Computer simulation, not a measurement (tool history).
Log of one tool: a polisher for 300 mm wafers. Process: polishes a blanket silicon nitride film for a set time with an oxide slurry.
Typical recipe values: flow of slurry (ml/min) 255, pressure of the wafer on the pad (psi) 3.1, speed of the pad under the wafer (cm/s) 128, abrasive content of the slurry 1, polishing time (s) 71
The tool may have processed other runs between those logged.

| run | hour | flow of slurry (ml/min) | pressure of the wafer on the pad (psi) | speed of the pad under the wafer (cm/s) | abrasive content of the slurry | polishing time (s) | wafers since the last listed run | wafers polished on this pad | hours since the slurry nozzle was cleaned | hours since the head pressure was calibrated | hours since the slurry blender was calibrated | hours since the conditioning disc was replaced | incoming thickness of the incoming film, nm | film removed (Å) |
|---|---|---|---|---|---|---|---|---|---|---|---|---|---|---|
| 1 | 0 | 255 | 2.1 | 128 | 1.25 | 71 | 0 | 3362 | 88.1 | 777.7 | 562.1 | 536.1 | 557.6 | 360 |
|  | 28.1 | head pressure recalibrated |
|  | 241.5 | conditioning disc replaced and pad reconditioned |
| 2 | 252.8 | 255 | 3.1 | 128 | 0.7 | 81 | 3870 | 7232 | 340.9 | 224.7 | 814.9 | 11.3 | 555.2 | 323 |
|  | 303.2 | slurry blender recalibrated |
| 3 | 352 | 255 | 3.4 | 150 | 1 | 71 | 1512 | 8744 | 440.1 | 323.9 | 48.8 | 110.5 | 567.6 | 444 |
| 4 | 459.3 | 255 | 3.1 | 128 | 0.75 | 71 | 1669 | 10413 | 547.4 | 431.2 | 156.1 | 217.8 | 560.7 | 298 |
| 5 | 539.9 | 255 | 3.9 | 128 | 1 | 71 | 1253 | 11667 | 628 | 511.8 | 236.7 | 298.4 | 549.7 | 435 |
|  | 589.8 | worn pad replaced by a new one |
| 6 | 644.6 | 255 | 4.1 | 128 | 1 | 88 | 1566 | 852 | 732.7 | 616.5 | 341.4 | 403.1 | 559.5 | 591 |
| 7 | 748.6 | 255 | 3.1 | 84 | 0.85 | 88 | 1617 | 2470 | 836.7 | 720.5 | 445.4 | 507.1 | 556.2 | 351 |
|  | 805.5 | head pressure recalibrated |
| 8 | 806 | 255 | 3.1 | 146 | 1 | 71 | 861 | 3331 | 894.1 | 0.5 | 502.8 | 564.5 | 560.4 | 438 |
|  | 836.3 | slurry nozzle cleaned |
| 9 | 854.1 | 255 | 3.1 | 128 | 1 | 71 | 732 | 4064 | 17.8 | 48.6 | 550.9 | 612.6 | 564 | 399 |
| 10 | 897.5 | 340 | 2.1 | 128 | 1.3 | 71 | 675 | 4739 | 61.2 | 92 | 594.3 | 656 | 555.5 | 379 |
| 11 | 958.9 | 255 | 3.1 | 128 | 1 | 71 | 955 | 5694 | 122.6 | 153.4 | 655.7 | 717.4 | 563.9 | 393 |
|  | 980.9 | conditioning disc replaced and pad reconditioned |
| 12 | 1033.5 | 255 | 3.1 | 128 | 1 | 71 | 1129 | 6824 | 197.2 | 228 | 730.3 | 52.6 | 558.8 | 385 |
|  | 1093.2 | slurry blender recalibrated |
| 13 | 1127.5 | 255 | 3.1 | 128 | 1 | 71 | 1431 | 8255 | 291.2 | 322 | 34.3 | 146.6 | 552.3 | 385 |
| 14 | 1176.4 | 185 | 3.5 | 128 | 0.8 | 71 | 760 | 9016 | 340.1 | 370.9 | 83.2 | 195.5 | 567.1 | 335 |
| 15 | 1215.8 | 255 | 3.1 | 128 | 1 | 71 | 612 | 9628 | 379.5 | 410.3 | 122.6 | 234.9 | 557.7 | 386 |
| 16 | 1264 | 255 | 3.1 | 128 | 1 | 71 | 749 | 10378 | 427.7 | 458.5 | 170.8 | 283.1 | 561.4 | 377 |
| 17 | 1302.1 | 190 | 2.1 | 128 | 1 | 71 | 592 | 10971 | 465.8 | 496.6 | 208.9 | 321.2 | 553.7 | 302 |
|  | 1325.4 | worn pad replaced by a new one |
| 18 | 1396.5 | 255 | 3.1 | 128 | 1 | 71 | 1406 | 1105 | 560.2 | 591 | 303.3 | 415.6 | 555.8 | 392 |
| 19 | 1495.4 | 255 | 2.3 | 150 | 1 | 71 | 1538 | 2644 | 659.1 | 689.9 | 402.2 | 514.5 | 554.5 | 355 |
|  | 1538.4 | slurry nozzle cleaned |
|  | 1576.7 | head pressure recalibrated |
| 20 | 1592.6 | 165 | 2.2 | 128 | 1 | 71 | 1465 | 4109 | 54.2 | 15.9 | 499.4 | 611.7 | 558.6 | 321 |
| 21 | 1652.3 | 255 | 3.1 | 128 | 1 | 71 | 928 | 5038 | 113.9 | 75.6 | 559.1 | 671.4 | 568.7 | 395 |
| 22 | 1842.2 | 255 | 3.6 | 128 | 0.85 | 71 | 2954 | 7992 | 303.8 | 265.5 | 749 | 861.3 | 554.9 | 368 |
|  | 1880.6 | conditioning disc replaced and pad reconditioned |
|  | 1899 | slurry blender recalibrated |
| 23 | 1937.3 | 255 | 3.1 | 128 | 1 | 71 | 1417 | 9409 | 398.9 | 360.6 | 38.3 | 56.7 | 559.4 | 380 |
| 24 | 1991.2 | 255 | 2.4 | 128 | 1 | 60 | 838 | 10248 | 452.8 | 414.5 | 92.2 | 110.6 | 564 | 276 |

Hidden state at the last listed run before each entry between runs and at the first one after, where it differs:
Logged between run 1 and run 2: head pressure recalibrated (hour 28.1); conditioning disc replaced and pad reconditioned (hour 241.5)
  removal rate lost through wear of the pad, %: 4.43 -> 6.4; deviation of the head's pressure from its setpoint, %: -8.24 -> -4.86
  measured less the result without the state, film removed (Å): -36 -> -32
Logged between run 2 and run 3: slurry blender recalibrated (hour 303.2)
  removal rate lost through wear of the pad, %: 6.4 -> 6.79; deviation of the head's pressure from its setpoint, %: -4.86 -> -6.09
  measured less the result without the state, film removed (Å): -32 -> -50
Logged between run 5 and run 6: worn pad replaced by a new one (hour 589.8)
  removal rate lost through wear of the pad, %: 7.22 -> 1.66; deviation of the head's pressure from its setpoint, %: -7.47 -> -7.91
  measured less the result without the state, film removed (Å): -56 -> -40
Logged between run 7 and run 8: head pressure recalibrated (hour 805.5)
  removal rate lost through wear of the pad, %: 3.56 -> 4.34; deviation of the head's pressure from its setpoint, %: -8.21 -> -0.749
  measured less the result without the state, film removed (Å): -31 -> -21
Logged between run 8 and run 9: slurry nozzle cleaned (hour 836.3)
  removal rate lost through wear of the pad, %: 4.34 -> 4.87; deviation of the head's pressure from its setpoint, %: -0.749 -> -2.25
  measured less the result without the state, film removed (Å): -21 -> -26
Logged between run 11 and run 12: conditioning disc replaced and pad reconditioned (hour 980.9)
  removal rate lost through wear of the pad, %: 5.74 -> 6.19; deviation of the head's pressure from its setpoint, %: -4.73 -> -5.99
  measured less the result without the state, film removed (Å): -36 -> -41
Logged between run 12 and run 13: slurry blender recalibrated (hour 1093.2)
  removal rate lost through wear of the pad, %: 6.19 -> 6.6; deviation of the head's pressure from its setpoint, %: -5.99 -> -7.14
  measured less the result without the state, film removed (Å): -41 -> -46
Logged between run 17 and run 18: worn pad replaced by a new one (hour 1325.4)
  removal rate lost through wear of the pad, %: 7.07 -> 2.36; deviation of the head's pressure from its setpoint, %: -8.47 -> -8.89
  measured less the result without the state, film removed (Å): -40 -> -32
Logged between run 19 and run 20: slurry nozzle cleaned (hour 1538.4); head pressure recalibrated (hour 1576.7)
  removal rate lost through wear of the pad, %: 4.08 -> 5.25; deviation of the head's pressure from its setpoint, %: -9.21 -> -1.11
  measured less the result without the state, film removed (Å): -37 -> -21
Logged between run 22 and run 23: conditioning disc replaced and pad reconditioned (hour 1880.6); slurry blender recalibrated (hour 1899)
  removal rate lost through wear of the pad, %: 6.87 -> 7.18; deviation of the head's pressure from its setpoint, %: -6.35 -> -7.37
  measured less the result without the state, film removed (Å): -42 -> -48

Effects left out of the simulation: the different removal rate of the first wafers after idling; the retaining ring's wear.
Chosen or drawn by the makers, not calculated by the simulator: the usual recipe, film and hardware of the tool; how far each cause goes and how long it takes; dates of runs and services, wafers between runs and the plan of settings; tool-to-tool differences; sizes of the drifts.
